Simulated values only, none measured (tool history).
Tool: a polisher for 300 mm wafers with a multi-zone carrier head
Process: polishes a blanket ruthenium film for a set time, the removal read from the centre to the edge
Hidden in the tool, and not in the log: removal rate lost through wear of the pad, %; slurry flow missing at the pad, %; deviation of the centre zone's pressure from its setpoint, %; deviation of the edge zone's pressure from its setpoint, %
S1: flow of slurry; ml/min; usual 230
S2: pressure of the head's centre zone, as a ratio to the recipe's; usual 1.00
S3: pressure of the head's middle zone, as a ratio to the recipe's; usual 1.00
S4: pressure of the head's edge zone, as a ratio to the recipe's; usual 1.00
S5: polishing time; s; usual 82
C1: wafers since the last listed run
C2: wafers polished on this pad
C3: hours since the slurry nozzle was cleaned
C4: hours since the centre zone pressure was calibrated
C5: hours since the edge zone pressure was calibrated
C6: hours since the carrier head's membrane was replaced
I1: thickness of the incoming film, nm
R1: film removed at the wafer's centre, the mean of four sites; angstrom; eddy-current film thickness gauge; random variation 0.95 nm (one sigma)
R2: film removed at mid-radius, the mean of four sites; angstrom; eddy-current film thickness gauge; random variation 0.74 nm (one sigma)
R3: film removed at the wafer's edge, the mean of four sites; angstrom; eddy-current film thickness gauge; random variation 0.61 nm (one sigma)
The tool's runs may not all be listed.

run	day	S1	S2	S3	S4	S5	C1	C2	C3	C4	C5	C6	I1	R1	R2	R3
1	0.000	250	0.90	1.00	1.00	82	0	549	87.7	61.5	857.0	856.4	332.6	809	905	896
# day 4.421: carrier head's membrane replaced by a new one
2	4.442	250	0.90	1.00	1.00	82	985	1534	194.3	168.1	963.6	0.5	330.3	815	895	891
3	7.096	230	1.00	1.00	0.94	82	617	2152	258.0	231.8	1027.3	64.2	328.7	895	875	861
4	9.642	230	1.00	1.00	0.94	82	592	2745	319.1	292.9	1088.4	125.3	333.2	891	880	859
5	13.279	185	1.00	1.00	1.00	82	846	3591	406.4	380.2	1175.7	212.6	326.7	848	851	865
6	15.642	185	1.00	1.00	1.00	82	549	4141	463.1	436.9	1232.4	269.3	323.4	837	845	854
# day 16.496: worn pad replaced by a new one
# day 18.538: edge zone pressure recalibrated
# day 19.271: centre zone pressure recalibrated
7	19.954	230	1.00	1.00	1.00	82	926	765	566.6	16.4	34.0	372.8	324.0	855	869	879
8	21.550	230	1.00	1.00	1.00	82	371	1137	604.9	54.7	72.3	411.1	330.2	847	860	868
# day 25.325: slurry nozzle cleaned
9	32.833	230	1.00	1.00	1.00	82	2616	3753	180.2	325.5	343.1	681.9	330.3	796	802	825
10	35.800	270	1.10	1.00	1.00	82	690	4444	251.4	396.7	414.3	753.1	325.8	913	835	853
11	37.450	195	1.08	0.91	1.09	82	384	4828	291.0	436.3	453.9	792.7	330.1	797	698	832
# day 38.921: worn pad replaced by a new one
# day 39.833: centre zone pressure recalibrated
12	41.025	260	1.11	1.04	1.00	71	773	469	376.8	28.6	539.7	878.5	336.9	778	719	728
13	45.300	230	1.09	1.03	1.00	82	995	1464	479.4	131.2	642.3	981.1	330.8	806	781	802
# day 46.371: carrier head's membrane replaced by a new one
# day 47.221: slurry nozzle cleaned, repeated, since the last time left the tool worse
# day 56.404: worn pad replaced by a new one
14	57.271	230	1.00	1.00	1.00	82	2689	202	241.2	418.5	929.6	261.6	330.3	882	875	888
15	59.588	230	1.05	1.00	1.00	82	539	741	296.8	474.1	985.2	317.2	323.1	913	882	882
# day 60.283: centre zone pressure recalibrated
16	63.771	170	1.00	0.94	1.00	82	954	1695	397.2	83.7	1085.6	417.6	327.7	818	796	857
# day 64.004: edge zone pressure recalibrated
17	65.629	230	1.00	1.00	1.00	82	413	2108	441.8	128.3	39.0	462.2	334.0	885	860	897
18	70.088	295	1.00	1.00	0.95	82	1037	3146	548.8	235.3	146.0	569.2	327.8	891	891	875
19	72.900	230	1.00	1.00	1.00	82	654	3801	616.3	302.8	213.5	636.7	332.8	862	861	870
# day 73.962: slurry nozzle cleaned
# day 75.217: worn pad replaced by a new one
20	77.212	230	0.90	1.07	0.89	111	955	464	78.0	406.3	317.0	740.2	327.5	1099	1261	1155
# day 78.704: centre zone pressure recalibrated
21	80.821	230	1.00	1.00	1.00	82	820	1284	164.6	50.8	403.6	826.8	328.1	878	884	885
22	82.842	180	0.89	1.00	1.11	110	470	1755	213.1	99.3	452.1	875.3	325.5	1001	1138	1234
23	85.333	230	1.00	1.00	1.00	54	579	2335	272.9	159.1	511.9	935.1	333.2	575	582	579

3 ways to go on from here, each from the tool as it stands after run 23. What would each give?
A	85.354	230	1.00	1.00	1.00	82	4	2339	273.4	159.6	512.4	935.6	331.3	?	?	?
B	85.354	205	1.00	1.07	1.00	82	4	2339	273.4	159.6	512.4	935.6	331.3	?	?	?
C	85.354	230	1.09	1.00	1.00	82	4	2339	273.4	159.6	512.4	935.6	331.3	?	?	?

run	R1	R2	R3
A	893	882	896
B	876	910	883
C	974	881	896
Without the tool's hidden state the same runs would have given:
run	R1	R2	R3
A	899	887	900
B	883	917	888
C	981	887	900
